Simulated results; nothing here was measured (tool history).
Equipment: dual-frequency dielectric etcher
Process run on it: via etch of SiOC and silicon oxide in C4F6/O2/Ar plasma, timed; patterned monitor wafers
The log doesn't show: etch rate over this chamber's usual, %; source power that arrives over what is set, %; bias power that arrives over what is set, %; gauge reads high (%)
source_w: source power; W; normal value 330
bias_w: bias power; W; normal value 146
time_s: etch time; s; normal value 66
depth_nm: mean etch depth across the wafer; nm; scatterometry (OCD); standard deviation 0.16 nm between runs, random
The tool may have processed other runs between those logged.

run     day  source_w  bias_w  time_s  wafers since the last listed run  hours since the last wet clean  hours since the last source power generator calibration  hours since the last bias power generator calibration  hours since the last upper electrode change  hours since the gauge calibration  read-back reference wafer on the same gauge, depth_nm  depth_nm
  1       0       330     146      66                                 0                           358.8                                                   4342.1                                                 1351.3                                       2302.6                             1284.8                                                   68.8      63.6
  2   3.967       330     146      66                               970                             454                                                   4437.3                                                 1446.5                                       2397.8                               1380                                                   68.8      63.8
  3   7.079       330     146      66                               761                           528.7                                                     4512                                                 1521.2                                       2472.5                             1454.7                                                   68.8      63.7
  4   8.929       330     146      66                               452                           573.1                                                   4556.4                                                 1565.6                                       2516.9                             1499.1                                                   68.8      63.9
     11.133  -- wet clean of the chamber
  5  11.492       330     146      66                               382                             8.6                                                   4617.9                                                 1627.1                                       2578.4                             1560.6                                                   68.8      62.8
     13.183  -- bias power generator calibrated
  6  13.204       330     146      66                               378                            49.7                                                     4659                                                    0.5                                       2619.5                             1601.7                                                   68.8      63.6
     15.329  -- source power generator calibrated
  7  17.221       330     146      66                               941                           146.1                                                     45.4                                                   96.9                                       2715.9                             1698.1                                                   68.8      63.9
  8  19.254       330     146      66                               497                           194.9                                                     94.2                                                  145.7                                       2764.7                             1746.9                                                   68.8      63.9
  9  22.862       330     117    83.5                               882                           281.5                                                    180.8                                                  232.3                                       2851.3                             1833.5                                                   68.8      76.9
 10  25.812       330     182    58.5                               721                           352.3                                                    251.6                                                  303.1                                       2922.1                             1904.3                                                   68.8      59.7
     26.862  -- gauge calibrated
 11   29.15       330     146      66                               816                           432.4                                                    331.7                                                  383.2                                       3002.2                               54.9                                                   68.8      64.2
 12  32.483       270     134    60.5                               815                           512.4                                                    411.7                                                  463.2                                       3082.2                              134.9                                                   68.8      53.6
     35.017  -- upper electrode replaced
     35.779  -- wet clean of the chamber
 13    35.8       260     135    59.5                               380                             0.5                                                    491.3                                                  542.8                                         18.8                              214.5                                                   68.8      51.8
 14  36.162       250     172      66                                88                             9.2                                                      500                                                  551.5                                         27.5                              223.2                                                   68.8      60.3
 15  42.533       330     119      66                              1558                           162.1                                                    652.9                                                  704.4                                        180.4                              376.1                                                   68.8      61.1
 16  45.888       330     119      66                               820                           242.6                                                    733.4                                                  784.9                                        260.9                              456.6                                                   68.8      61.2
 17   49.75       330     146      66                               944                           335.3                                                    826.1                                                  877.6                                        353.6                              549.3                                                   68.8        64
 18  52.088       330     146      66                               571                           391.4                                                    882.2                                                  933.7                                        409.7                              605.4                                                   68.8      64.1
 19  54.179       370     146      66                               511                           441.6                                                    932.4                                                  983.9                                        459.9                              655.6                                                   68.8      66.3
 20  57.979       400     120      56                               929                           532.8                                                   1023.6                                                 1075.1                                        551.1                              746.8                                                   68.8      55.9
 21  60.938       400     180      56                               723                           603.8                                                   1094.6                                                 1146.1                                        622.1                              817.8                                                   68.8      61.1
     62.892  -- wet clean of the chamber
 22  65.017       370     137      66                               753                              51                                                   1192.5                                                   1244                                          720                              915.7                                                   68.8        65
 23  68.717       300     116      60                               905                           139.8                                                   1281.3                                                 1332.8                                        808.8                             1004.5                                                   68.8      52.9
 24  71.225       360     177      84                               613                             200                                                   1341.5                                                   1393                                          869                             1064.7                                                   68.8      87.1
 25  75.383       250     129    71.5                              1017                           299.8                                                   1441.3                                                 1492.8                                        968.8                             1164.5                                                   68.8        61
 26   77.55       330     146      66                               530                           351.8                                                   1493.3                                                 1544.8                                       1020.8                             1216.5                                                   68.8      63.4
 27  84.225       330     181      73                              1633                             512                                                   1653.5                                                   1705                                         1181                             1376.7                                                   68.8      74.2
     86.362  -- wet clean of the chamber
 28  86.383       330     146      66                               283                             0.5                                                   1705.3                                                 1756.8                                       1232.8                             1428.5                                                   68.8      62.7

Here are 5 independent what-if runs from the current tool condition. What would each one return?
  A  86.4       330     146      73                                 4                             0.9                                                   1705.7                                                 1757.2                                       1233.2                             1428.9                                                      ?         ?
  B  86.4       290     181      85                                 4                             0.9                                                   1705.7                                                 1757.2                                       1233.2                             1428.9                                                      ?         ?
  C  86.4       270     146      48                                 4                             0.9                                                   1705.7                                                 1757.2                                       1233.2                             1428.9                                                      ?         ?
  D  86.4       400     156      66                                 4                             0.9                                                   1705.7                                                 1757.2                                       1233.2                             1428.9                                                      ?         ?
  E  86.4       330     146    50.5                                 4                             0.9                                                   1705.7                                                 1757.2                                       1233.2                             1428.9                                                      ?         ?

run  read-back reference wafer on the same gauge, depth_nm  depth_nm
  A                                                   68.8      69.7
  B                                                   68.8      81.5
  C                                                   68.8      42.7
  D                                                   68.8      68.5
  E                                                   68.8      48.2
With the hidden condition removed and each run's random variation left untouched, the same runs would have given:
run  depth_nm
  A      70.5
  B      82.6
  C      43.2
  D      69.3
  E      48.8
